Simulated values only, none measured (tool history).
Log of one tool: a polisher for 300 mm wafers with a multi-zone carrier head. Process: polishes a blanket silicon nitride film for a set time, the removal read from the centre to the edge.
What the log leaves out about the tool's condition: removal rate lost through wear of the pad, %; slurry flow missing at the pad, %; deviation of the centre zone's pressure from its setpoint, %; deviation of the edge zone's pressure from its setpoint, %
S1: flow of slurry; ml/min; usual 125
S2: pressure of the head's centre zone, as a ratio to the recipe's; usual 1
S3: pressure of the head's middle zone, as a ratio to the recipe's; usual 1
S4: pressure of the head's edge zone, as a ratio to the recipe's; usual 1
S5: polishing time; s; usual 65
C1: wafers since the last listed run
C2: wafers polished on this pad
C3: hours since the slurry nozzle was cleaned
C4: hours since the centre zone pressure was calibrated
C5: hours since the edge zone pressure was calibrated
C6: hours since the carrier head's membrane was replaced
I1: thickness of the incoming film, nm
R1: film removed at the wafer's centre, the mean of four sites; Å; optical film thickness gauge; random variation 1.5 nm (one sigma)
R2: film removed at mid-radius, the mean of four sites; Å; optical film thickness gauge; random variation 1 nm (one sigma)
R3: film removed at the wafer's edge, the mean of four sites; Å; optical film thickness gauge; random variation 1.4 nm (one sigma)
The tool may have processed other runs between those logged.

Run 1, hour 0: usual settings; C1 0; C2 326; C3 508.4; C4 924.8; C5 1135.4; C6 1727; I1 550.1. Result: R1 986 Å, R2 1019 Å, R3 1018 Å.
Run 2, hour 12.7: usual settings; C1 153; C2 480; C3 521.1; C4 937.5; C5 1148.1; C6 1739.7; I1 565.8. Result: R1 972 Å, R2 987 Å, R3 1024 Å.
At hour 18.8: carrier head's membrane replaced by a new one.
Run 3, hour 26.3: usual settings; C1 103; C2 583; C3 534.7; C4 951.1; C5 1161.7; C6 7.5; I1 567.1. Result: R1 946 Å, R2 967 Å, R3 1016 Å.
At hour 33.6: slurry nozzle cleaned.
Run 4, hour 34.1: usual settings; C1 82; C2 666; C3 0.5; C4 958.9; C5 1169.5; C6 15.3; I1 560. Result: R1 957 Å, R2 981 Å, R3 1016 Å.
Run 5, hour 47.4: usual settings; C1 160; C2 826; C3 13.8; C4 972.2; C5 1182.8; C6 28.6; I1 560.1. Result: R1 957 Å, R2 966 Å, R3 1002 Å.
Run 6, hour 64.3: usual settings but S1 170 ml/min, S3 0.96, S4 0.88, S5 86 s; C1 203; C2 1030; C3 30.7; C4 989.1; C5 1199.7; C6 45.5; I1 549.7. Result: R1 1337 Å, R2 1297 Å, R3 1293 Å.
At hour 91.3: worn pad replaced by a new one.
At hour 92.5: centre zone pressure recalibrated.
Run 7, hour 107.5: usual settings but S4 0.93; C1 457; C2 180; C3 73.9; C4 15; C5 1242.9; C6 88.7; I1 554.7. Result: R1 1042 Å, R2 1055 Å, R3 1037 Å.
At hour 110.2: edge zone pressure recalibrated.
Run 8, hour 119.2: usual settings but S3 0.96; C1 117; C2 297; C3 85.6; C4 26.7; C5 9; C6 100.4; I1 569.1. Result: R1 1011 Å, R2 997 Å, R3 1049 Å.
Run 9, hour 131.5: usual settings; C1 148; C2 446; C3 97.9; C4 39; C5 21.3; C6 112.7; I1 558.4. Result: R1 1002 Å, R2 1019 Å, R3 1025 Å.
Run 10, hour 148.3: usual settings but S1 170 ml/min; C1 202; C2 648; C3 114.7; C4 55.8; C5 38.1; C6 129.5; I1 567.4. Result: R1 1031 Å, R2 1070 Å, R3 1045 Å.
Run 11, hour 158.3: usual settings but S2 0.94, S3 0.9, S4 0.95; C1 120; C2 769; C3 124.7; C4 65.8; C5 48.1; C6 139.5; I1 565.1. Result: R1 905 Å, R2 895 Å, R3 978 Å.
Run 12, hour 171.9: usual settings but S1 100 ml/min, S2 1.08, S3 1.06, S5 58 s; C1 164; C2 933; C3 138.3; C4 79.4; C5 61.7; C6 153.1; I1 553.5. Result: R1 864 Å, R2 841 Å, R3 839 Å.
Run 13, hour 180.9: usual settings but S1 100 ml/min, S2 1.08, S3 1.06, S5 58 s; C1 108; C2 1042; C3 147.3; C4 88.4; C5 70.7; C6 162.1; I1 548.5. Result: R1 851 Å, R2 871 Å, R3 857 Å.
At hour 188.1: worn pad replaced by a new one.
Run 14, hour 190.1: usual settings; C1 62; C2 23; C3 156.5; C4 97.6; C5 79.9; C6 171.3; I1 553.8. Result: R1 1076 Å, R2 1093 Å, R3 1113 Å.
Run 15, hour 199.2: usual settings but S1 85 ml/min, S2 1.08, S3 1.1, S4 1.12; C1 109; C2 133; C3 165.6; C4 106.7; C5 89; C6 180.4; I1 554.5. Result: R1 970 Å, R2 1022 Å, R3 1072 Å.
Run 16, hour 210.1: usual settings but S1 165 ml/min, S3 0.93; C1 131; C2 265; C3 176.5; C4 117.6; C5 99.9; C6 191.3; I1 557.5. Result: R1 1070 Å, R2 1042 Å, R3 1075 Å.
Run 17, hour 224.6: usual settings; C1 175; C2 440; C3 191; C4 132.1; C5 114.4; C6 205.8; I1 568.2. Result: R1 988 Å, R2 990 Å, R3 1028 Å.
Run 18, hour 241.4: usual settings; C1 202; C2 642; C3 207.8; C4 148.9; C5 131.2; C6 222.6; I1 562.1. Result: R1 981 Å, R2 991 Å, R3 1010 Å.
Run 19, hour 253.6: usual settings but S2 0.89, S3 0.94, S4 1.07, S5 72 s; C1 147; C2 790; C3 220; C4 161.1; C5 143.4; C6 234.8; I1 560.2. Result: R1 942 Å, R2 1036 Å, R3 1126 Å.
Run 20, hour 261.6: usual settings but S1 145 ml/min, S3 1.09, S4 0.94, S5 58 s; C1 96; C2 886; C3 228; C4 169.1; C5 151.4; C6 242.8; I1 559.8. Result: R1 902 Å, R2 952 Å, R3 876 Å.
Run 21, hour 278.3: usual settings but S1 100 ml/min, S2 0.96, S3 1.12, S4 1.08; C1 201; C2 1088; C3 244.7; C4 185.8; C5 168.1; C6 259.5; I1 559. Result: R1 845 Å, R2 999 Å, R3 978 Å.
Run 22, hour 295.7: usual settings but S2 0.88, S4 0.95; C1 210; C2 1298; C3 262.1; C4 203.2; C5 185.5; C6 276.9; I1 558.9. Result: R1 848 Å, R2 959 Å, R3 987 Å.

Measured less the same run without the tool's hidden state. The same run-to-run variation is in both; the gauge's scatter may not be:
run    R1    R2    R3
  1   -88   -91   -91
  2  -107  -109  -114
  3  -120  -123  -130
  4  -129  -132  -137
  5  -138  -139  -144
  6  -204  -198  -197
  7   -59   -60   -59
  8   -84   -82   -86
  9  -103  -104  -105
 10  -125  -130  -127
 11  -118  -116  -127
 12  -119  -116  -115
 13  -121  -124  -121
 14   -21   -21   -21
 15   -45   -48   -50
 16   -79   -77   -79
 17   -98   -99  -103
 18  -119  -120  -123
 19  -124  -137  -149
 20  -125  -131  -120
 21  -123  -146  -142
 22  -128  -145  -149
